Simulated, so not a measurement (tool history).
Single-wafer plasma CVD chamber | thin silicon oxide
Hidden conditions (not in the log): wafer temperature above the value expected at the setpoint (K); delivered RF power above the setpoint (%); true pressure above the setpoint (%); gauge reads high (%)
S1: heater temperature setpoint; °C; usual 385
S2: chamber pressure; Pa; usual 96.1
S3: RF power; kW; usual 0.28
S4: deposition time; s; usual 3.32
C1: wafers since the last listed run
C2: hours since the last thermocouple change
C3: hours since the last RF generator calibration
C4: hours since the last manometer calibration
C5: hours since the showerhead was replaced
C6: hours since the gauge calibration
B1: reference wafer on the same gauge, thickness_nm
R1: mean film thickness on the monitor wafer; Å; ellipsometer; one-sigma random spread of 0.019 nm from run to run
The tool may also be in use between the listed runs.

run	hour	S1	S2	S3	S4	C1	C2	C3	C4	C5	C6	B1	R1
1	0	385	96.1	0.26	3.32	0	1594.3	1993.2	1055.9	4739.8	400.3	6.053	51.23
2	16.4	385	96.1	0.28	3.32	609	1610.7	2009.6	1072.3	4756.2	416.7	6.047	52.62
3	28.4	385	96.1	0.28	3.32	446	1622.7	2021.6	1084.3	4768.2	428.7	6.048	52.71
4	43	385	96.1	0.28	3.32	542	1637.3	2036.2	1098.9	4782.8	443.3	6.054	52.63
5	56.8	381	96.1	0.28	3.46	512	1651.1	2050	1112.7	4796.6	457.1	6.048	54.82
6	68.8	391	96.1	0.28	3.32	446	1663.1	2062	1124.7	4808.6	469.1	6.053	52.31
# hour 77.2: showerhead replaced, of another model than before
# hour 83.8: capacitance manometer re-zeroed and calibrated
# hour 84.5: RF generator calibrated
7	85	385	80.9	0.28	3.32	33	1679.3	0.5	1.2	7.8	485.3	6.049	50.85
8	96.2	385	80.9	0.28	3.32	416	1690.5	11.7	12.4	19	496.5	6.052	51.02
# hour 102.2: gauge calibrated
9	107.2	385	96.1	0.28	3.32	408	1701.5	22.7	23.4	30	5	6.046	54.64
10	113.3	399	96.1	0.33	3.32	226	1707.6	28.8	29.5	36.1	11.1	6.048	55.44
11	136.3	385	96.1	0.255	3.32	854	1730.6	51.8	52.5	59.1	34.1	6.051	53.67
12	175.4	374	102.4	0.25	3.76	1453	1769.7	90.9	91.6	98.2	73.2	6.046	62.27
13	188.9	385	116	0.28	3.76	501	1783.2	104.4	105.1	111.7	86.7	6.046	66.22
# hour 210.5: thermocouple changed; heater temperature recalibrated
14	211	392	96.1	0.26	3.32	524	0.5	126.5	127.2	133.8	108.8	6.046	53.15
15	221.2	385	83.6	0.28	2.77	379	10.7	136.7	137.4	144	119	6.049	42.67
16	230.6	395	80.9	0.3	3.11	349	20.1	146.1	146.8	153.4	128.4	6.049	47.81
17	237.8	385	96.1	0.28	2.98	267	27.3	153.3	154	160.6	135.6	6.054	48.91
18	254.2	385	96.1	0.28	3.32	609	43.7	169.7	170.4	177	152	6.05	54.66
19	260.7	385	96.1	0.225	3.32	241	50.2	176.2	176.9	183.5	158.5	6.055	52.58
20	267.6	385	112.1	0.28	3.32	256	57.1	183.1	183.8	190.4	165.4	6.05	57.57
21	284.3	385	116.7	0.28	3.32	620	73.8	199.8	200.5	207.1	182.1	6.05	58.4
22	298.5	374	96.1	0.28	3.32	527	88	214	214.7	221.3	196.3	6.05	54.41
23	309.3	374	110.9	0.26	3.32	401	98.8	224.8	225.5	232.1	207.1	6.051	57.21
24	326	385	96.1	0.3	3.58	620	115.5	241.5	242.2	248.8	223.8	6.051	59.36
25	343.2	385	96.1	0.28	3.75	639	132.7	258.7	259.4	266	241	6.048	61.25
26	359.7	385	96.1	0.28	2.93	613	149.2	275.2	275.9	282.5	257.5	6.055	48.08
27	372.3	385	96.1	0.28	3.75	468	161.8	287.8	288.5	295.1	270.1	6.049	61.15
28	387.5	389	88.9	0.305	2.94	564	177	303	303.7	310.3	285.3	6.05	47.19

Below are 5 alternative next runs, each starting from the tool's condition after run 28. Predict each:
A	387.9	385	96.1	0.28	3.32	14	177.4	303.4	304.1	310.7	285.7	?	?
B	387.9	385	105.1	0.26	3.32	14	177.4	303.4	304.1	310.7	285.7	?	?
C	387.9	373	72.3	0.335	2.67	14	177.4	303.4	304.1	310.7	285.7	?	?
D	387.9	380	82.8	0.28	3.95	14	177.4	303.4	304.1	310.7	285.7	?	?
E	387.9	385	84.9	0.3	2.85	14	177.4	303.4	304.1	310.7	285.7	?	?

run	B1	R1
A	6.05	54.31
B	6.05	55.49
C	6.05	41.19
D	6.05	61.41
E	6.05	45.13
Without the tool's hidden state the same runs would have given:
run	R1
A	54.16
B	55.34
C	41.08
D	61.25
E	45.01
